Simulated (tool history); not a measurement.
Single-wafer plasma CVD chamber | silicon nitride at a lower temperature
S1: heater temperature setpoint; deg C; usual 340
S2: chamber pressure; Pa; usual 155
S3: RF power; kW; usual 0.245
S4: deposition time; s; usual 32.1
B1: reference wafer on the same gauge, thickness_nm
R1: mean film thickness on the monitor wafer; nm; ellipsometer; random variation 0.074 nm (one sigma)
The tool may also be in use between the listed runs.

run 1 day=0.000 | S1=347 S2=155 S3=0.245 S4=35.1 | B1=27.315 | R1=30.295
run 2 day=0.475 | S1=347 S2=155 S3=0.245 S4=35.1 | B1=27.303 | R1=30.273
run 3 day=0.883 | S1=340 S2=155 S3=0.245 S4=32.1 | B1=27.323 | R1=27.705
run 4 day=1.346 | S1=340 S2=155 S3=0.245 S4=32.1 | B1=27.292 | R1=27.613
run 5 day=1.779 | S1=340 S2=155 S3=0.245 S4=32.1 | B1=27.302 | R1=27.733
run 6 day=2.421 | S1=340 S2=155 S3=0.230 S4=32.1 | B1=27.318 | R1=26.545
run 7 day=2.858 | S1=340 S2=155 S3=0.230 S4=32.1 | B1=27.309 | R1=26.514
run 8 day=3.579 | S1=340 S2=155 S3=0.245 S4=35.4 | B1=27.289 | R1=30.482
run 9 day=4.233 | S1=340 S2=155 S3=0.245 S4=32.1 | B1=27.263 | R1=27.661
-- day=4.896 showerhead replaced
run 10 day=4.917 | S1=340 S2=144 S3=0.245 S4=32.1 | B1=27.299 | R1=27.223
run 11 day=5.362 | S1=325 S2=155 S3=0.290 S4=32.1 | B1=27.313 | R1=31.011
-- day=6.167 RF generator calibrated
run 12 day=6.188 | S1=340 S2=155 S3=0.245 S4=36.1 | B1=27.312 | R1=32.588
run 13 day=6.375 | S1=344 S2=184 S3=0.290 S4=28.0 | B1=27.270 | R1=28.952
run 14 day=7.012 | S1=333 S2=117 S3=0.245 S4=38.4 | B1=27.292 | R1=32.982
run 15 day=7.675 | S1=325 S2=155 S3=0.245 S4=35.8 | B1=27.300 | R1=32.230
run 16 day=8.092 | S1=347 S2=155 S3=0.205 S4=32.1 | B1=27.290 | R1=25.508
run 17 day=8.404 | S1=340 S2=131 S3=0.245 S4=29.9 | B1=27.261 | R1=25.961
-- day=9.288 thermocouple changed; heater temperature recalibrated
run 18 day=9.308 | S1=335 S2=116 S3=0.245 S4=32.1 | B1=27.317 | R1=27.288
run 19 day=9.438 | S1=340 S2=155 S3=0.245 S4=32.1 | B1=27.288 | R1=28.917
-- day=9.833 capacitance manometer re-zeroed and calibrated
run 20 day=9.921 | S1=347 S2=155 S3=0.205 S4=32.1 | B1=27.249 | R1=25.523
run 21 day=10.204 | S1=326 S2=188 S3=0.290 S4=29.8 | B1=27.328 | R1=31.065
-- day=10.412 gauge calibrated
run 22 day=10.750 | S1=336 S2=155 S3=0.285 S4=36.5 | B1=27.319 | R1=36.267
run 23 day=11.396 | S1=340 S2=132 S3=0.245 S4=32.1 | B1=27.294 | R1=27.912
run 24 day=11.750 | S1=327 S2=192 S3=0.285 S4=32.1 | B1=27.335 | R1=33.093
run 25 day=12.404 | S1=340 S2=155 S3=0.245 S4=32.1 | B1=27.318 | R1=28.752
run 26 day=12.767 | S1=340 S2=188 S3=0.260 S4=36.7 | B1=27.313 | R1=35.407
run 27 day=13.496 | S1=340 S2=155 S3=0.245 S4=32.1 | B1=27.291 | R1=28.805
run 28 day=13.779 | S1=340 S2=155 S3=0.245 S4=35.5 | B1=27.295 | R1=31.648
run 29 day=14.242 | S1=340 S2=133 S3=0.245 S4=32.1 | B1=27.300 | R1=27.942

4 ways to go on from here, each from the tool as it stands after run 29. What would each give?
run A day=14.258 | S1=340 S2=155 S3=0.285 S4=32.1 | B1=? | R1=?
run B day=14.258 | S1=349 S2=181 S3=0.280 S4=29.3 | B1=? | R1=?
run C day=14.258 | S1=346 S2=121 S3=0.200 S4=26.5 | B1=? | R1=?
run D day=14.258 | S1=332 S2=155 S3=0.245 S4=32.1 | B1=? | R1=?

run=A B1=27.305 R1=31.764
run=B B1=27.305 R1=29.443
run=C B1=27.305 R1=19.841
run=D B1=27.305 R1=28.865
Without the tool's hidden state the same runs would have given:
run=A R1=32.160
run=B R1=29.812
run=C R1=20.110
run=D R1=29.238
